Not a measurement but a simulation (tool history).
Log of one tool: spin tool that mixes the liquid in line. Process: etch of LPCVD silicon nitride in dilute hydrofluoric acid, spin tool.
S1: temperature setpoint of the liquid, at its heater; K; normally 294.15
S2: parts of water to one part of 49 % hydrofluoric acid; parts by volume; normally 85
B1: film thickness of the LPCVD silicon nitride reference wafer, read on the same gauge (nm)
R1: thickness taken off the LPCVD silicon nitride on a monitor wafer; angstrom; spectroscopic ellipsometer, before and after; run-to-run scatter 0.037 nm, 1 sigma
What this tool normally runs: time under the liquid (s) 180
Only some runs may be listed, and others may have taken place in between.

{"run": 1, "day": 0.0, "S1": 294.15, "S2": 115, "time under the liquid (s)": 180, "B1": 90.019, "R1": 6.99}
{"run": 2, "day": 0.408, "S1": 294.15, "S2": 115, "time under the liquid (s)": 180, "B1": 90.046, "R1": 6.6}
{"run": 3, "day": 0.875, "S1": 294.15, "S2": 85, "time under the liquid (s)": 180, "B1": 90.019, "R1": 8.97}
{"run": 4, "day": 1.508, "S1": 294.15, "S2": 85, "time under the liquid (s)": 180, "B1": 89.989, "R1": 8.86}
{"run": 5, "day": 1.862, "S1": 294.15, "S2": 85, "time under the liquid (s)": 180, "B1": 89.997, "R1": 8.61}
{"run": 6, "day": 2.183, "S1": 294.15, "S2": 85, "time under the liquid (s)": 180, "B1": 90.043, "R1": 8.7}
{"run": 7, "day": 2.617, "S1": 296.65, "S2": 85, "time under the liquid (s)": 235, "B1": 89.944, "R1": 14.36}
{"run": 8, "day": 3.129, "S1": 296.65, "S2": 85, "time under the liquid (s)": 235, "B1": 89.975, "R1": 13.95}
{"run": 9, "day": 3.788, "S1": 294.15, "S2": 85, "time under the liquid (s)": 110, "B1": 89.967, "R1": 5.23}
{"run": 10, "day": 4.05, "S1": 294.15, "S2": 85, "time under the liquid (s)": 180, "B1": 90.028, "R1": 9.19}
{"run": 11, "day": 4.475, "S1": 298.15, "S2": 85, "time under the liquid (s)": 180, "B1": 89.973, "R1": 11.92}
{"run": 12, "day": 4.842, "S1": 294.15, "S2": 85, "time under the liquid (s)": 180, "B1": 89.963, "R1": 9.05}
{"run": 13, "day": 5.546, "S1": 294.15, "S2": 60, "time under the liquid (s)": 225, "B1": 90.031, "R1": 15.19}
{"run": 14, "day": 6.567, "S1": 290.65, "S2": 85, "time under the liquid (s)": 180, "B1": 90.023, "R1": 6.91}
{"day": 7.025, "done": "gauge calibrated"}
{"run": 15, "day": 7.15, "S1": 296.15, "S2": 105, "time under the liquid (s)": 210, "B1": 90.017, "R1": 9.26}
{"run": 16, "day": 7.538, "S1": 294.15, "S2": 65, "time under the liquid (s)": 180, "B1": 89.949, "R1": 11.58}
{"run": 17, "day": 7.904, "S1": 295.65, "S2": 85, "time under the liquid (s)": 250, "B1": 89.974, "R1": 13.97}
{"run": 18, "day": 8.338, "S1": 294.15, "S2": 85, "time under the liquid (s)": 180, "B1": 90.033, "R1": 8.86}
{"run": 19, "day": 8.608, "S1": 294.15, "S2": 85, "time under the liquid (s)": 180, "B1": 89.991, "R1": 8.78}
{"run": 20, "day": 9.217, "S1": 296.15, "S2": 85, "time under the liquid (s)": 180, "B1": 89.985, "R1": 10.27}
{"day": 9.788, "done": "hydrofluoric acid flow meter replaced"}
{"run": 21, "day": 9.808, "S1": 294.15, "S2": 85, "time under the liquid (s)": 180, "B1": 90.018, "R1": 9.03}
{"run": 22, "day": 10.138, "S1": 294.15, "S2": 85, "time under the liquid (s)": 180, "B1": 89.984, "R1": 8.57}
{"run": 23, "day": 10.775, "S1": 294.15, "S2": 85, "time under the liquid (s)": 180, "B1": 89.942, "R1": 8.4}
{"run": 24, "day": 11.092, "S1": 291.15, "S2": 105, "time under the liquid (s)": 180, "B1": 90.02, "R1": 5.61}
{"run": 25, "day": 11.483, "S1": 294.15, "S2": 85, "time under the liquid (s)": 180, "B1": 89.989, "R1": 9.3}
{"run": 26, "day": 11.971, "S1": 294.15, "S2": 55, "time under the liquid (s)": 85, "B1": 89.95, "R1": 6.58}
{"run": 27, "day": 12.571, "S1": 294.15, "S2": 85, "time under the liquid (s)": 180, "B1": 89.991, "R1": 8.66}
{"run": 28, "day": 14.746, "S1": 294.15, "S2": 55, "time under the liquid (s)": 105, "B1": 90.005, "R1": 8.29}
{"run": 29, "day": 16.362, "S1": 294.15, "S2": 115, "time under the liquid (s)": 180, "B1": 90.037, "R1": 6.39}
{"run": 30, "day": 16.708, "S1": 297.15, "S2": 105, "time under the liquid (s)": 280, "B1": 89.951, "R1": 13.96}
{"run": 31, "day": 17.367, "S1": 290.15, "S2": 85, "time under the liquid (s)": 265, "B1": 89.989, "R1": 10.19}
{"run": 32, "day": 17.946, "S1": 295.65, "S2": 115, "time under the liquid (s)": 245, "B1": 90.016, "R1": 9.25}
{"run": 33, "day": 18.55, "S1": 294.15, "S2": 65, "time under the liquid (s)": 140, "B1": 89.979, "R1": 8.93}

Exercise: give the hidden state of the tool at every run:
liquid hotter than its thermometer reads (K): 0 across all the runs
hydrofluoric acid flow above the setpoint (%): 0 across all the runs
gauge reads high (%): 0 across all the runs
